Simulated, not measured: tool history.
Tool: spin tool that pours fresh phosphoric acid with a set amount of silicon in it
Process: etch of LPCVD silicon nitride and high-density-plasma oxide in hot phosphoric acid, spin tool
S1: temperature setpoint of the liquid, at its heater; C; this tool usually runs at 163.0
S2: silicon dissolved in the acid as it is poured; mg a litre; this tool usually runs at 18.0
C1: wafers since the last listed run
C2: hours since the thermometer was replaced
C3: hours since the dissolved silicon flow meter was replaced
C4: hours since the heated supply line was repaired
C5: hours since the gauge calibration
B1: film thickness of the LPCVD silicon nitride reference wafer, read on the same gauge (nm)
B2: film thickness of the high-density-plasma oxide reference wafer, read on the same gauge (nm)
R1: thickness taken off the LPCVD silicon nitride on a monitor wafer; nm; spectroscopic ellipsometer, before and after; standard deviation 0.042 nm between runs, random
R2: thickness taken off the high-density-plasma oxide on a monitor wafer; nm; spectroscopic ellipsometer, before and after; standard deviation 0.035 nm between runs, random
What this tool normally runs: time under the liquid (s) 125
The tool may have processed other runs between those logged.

{"run": 1, "hour": 0.0, "S1": 163.0, "S2": 8.5, "time under the liquid (s)": 140, "C1": 0, "C2": 2353.7, "C3": 1123.8, "C4": 2558.6, "C5": 243.0, "B1": 69.99, "B2": 80.024, "R1": 10.19, "R2": 0.403}
{"run": 2, "hour": 6.1, "S1": 163.0, "S2": 8.5, "time under the liquid (s)": 140, "C1": 39, "C2": 2359.8, "C3": 1129.9, "C4": 2564.7, "C5": 249.1, "B1": 70.0, "B2": 80.004, "R1": 10.15, "R2": 0.462}
{"run": 3, "hour": 19.0, "S1": 163.0, "S2": 8.5, "time under the liquid (s)": 140, "C1": 84, "C2": 2372.7, "C3": 1142.8, "C4": 2577.6, "C5": 262.0, "B1": 70.01, "B2": 79.961, "R1": 10.2, "R2": 0.432}
{"run": 4, "hour": 52.2, "S1": 161.0, "S2": 18.0, "time under the liquid (s)": 125, "C1": 216, "C2": 2405.9, "C3": 1176.0, "C4": 2610.8, "C5": 295.2, "B1": 70.0, "B2": 80.024, "R1": 8.41, "R2": 0.27}
{"run": 5, "hour": 61.5, "S1": 163.0, "S2": 18.0, "time under the liquid (s)": 125, "C1": 60, "C2": 2415.2, "C3": 1185.3, "C4": 2620.1, "C5": 304.5, "B1": 70.01, "B2": 80.028, "R1": 9.1, "R2": 0.323}
{"run": 6, "hour": 70.8, "S1": 163.0, "S2": 18.0, "time under the liquid (s)": 125, "C1": 60, "C2": 2424.5, "C3": 1194.6, "C4": 2629.4, "C5": 313.8, "B1": 69.99, "B2": 80.036, "R1": 9.14, "R2": 0.368}
{"hour": 79.0, "done": "heated supply line repaired"}
{"run": 7, "hour": 85.2, "S1": 163.0, "S2": 18.0, "time under the liquid (s)": 125, "C1": 87, "C2": 2438.9, "C3": 1209.0, "C4": 6.2, "C5": 328.2, "B1": 69.99, "B2": 79.987, "R1": 8.32, "R2": 0.288}
{"run": 8, "hour": 138.5, "S1": 160.5, "S2": 18.0, "time under the liquid (s)": 125, "C1": 347, "C2": 2492.2, "C3": 1262.3, "C4": 59.5, "C5": 381.5, "B1": 70.03, "B2": 79.977, "R1": 7.71, "R2": 0.194}
{"hour": 139.6, "done": "gauge calibrated"}
{"run": 9, "hour": 154.9, "S1": 161.0, "S2": 18.0, "time under the liquid (s)": 125, "C1": 106, "C2": 2508.6, "C3": 1278.7, "C4": 75.9, "C5": 15.3, "B1": 70.0, "B2": 79.997, "R1": 7.77, "R2": 0.199}
{"run": 10, "hour": 161.3, "S1": 163.0, "S2": 18.0, "time under the liquid (s)": 125, "C1": 41, "C2": 2515.0, "C3": 1285.1, "C4": 82.3, "C5": 21.7, "B1": 69.98, "B2": 80.009, "R1": 8.29, "R2": 0.257}
{"hour": 167.6, "done": "heated supply line repaired, repeated, since the last time left the tool worse"}
{"run": 11, "hour": 198.4, "S1": 164.0, "S2": 4.5, "time under the liquid (s)": 155, "C1": 235, "C2": 2552.1, "C3": 1322.2, "C4": 30.8, "C5": 58.8, "B1": 69.99, "B2": 80.003, "R1": 12.62, "R2": 0.702}
{"run": 12, "hour": 212.3, "S1": 163.0, "S2": 18.0, "time under the liquid (s)": 125, "C1": 90, "C2": 2566.0, "C3": 1336.1, "C4": 44.7, "C5": 72.7, "B1": 69.99, "B2": 79.962, "R1": 9.76, "R2": 0.377}
{"run": 13, "hour": 224.2, "S1": 163.0, "S2": 28.5, "time under the liquid (s)": 125, "C1": 77, "C2": 2577.9, "C3": 1348.0, "C4": 56.6, "C5": 84.6, "B1": 70.0, "B2": 79.969, "R1": 9.75, "R2": 0.227}
{"hour": 232.3, "done": "dissolved silicon flow meter replaced"}
{"run": 14, "hour": 235.8, "S1": 163.0, "S2": 18.0, "time under the liquid (s)": 70, "C1": 69, "C2": 2589.5, "C3": 3.5, "C4": 68.2, "C5": 96.2, "B1": 70.01, "B2": 80.01, "R1": 5.48, "R2": 0.207}
{"run": 15, "hour": 245.9, "S1": 163.0, "S2": 18.0, "time under the liquid (s)": 125, "C1": 65, "C2": 2599.6, "C3": 13.6, "C4": 78.3, "C5": 106.3, "B1": 70.01, "B2": 80.012, "R1": 9.76, "R2": 0.351}

For run 16, what comes out?
{"hour": 250.0, "done": "thermometer replaced"}
{"run": 16, "hour": 259.9, "S1": 164.5, "S2": 8.0, "time under the liquid (s)": 125, "C1": 84, "C2": 9.9, "C3": 27.6, "C4": 92.3, "C5": 120.3, "B1": "?", "B2": "?", "R1": "?", "R2": "?"}

B1: 69.98
B2: 80.012
R1: 10.27 nm
R2: 0.509 nm
Were there no unlogged condition in the tool, this run, its random variation unchanged, would have produced R1 10.45 nm, R2 0.528 nm.
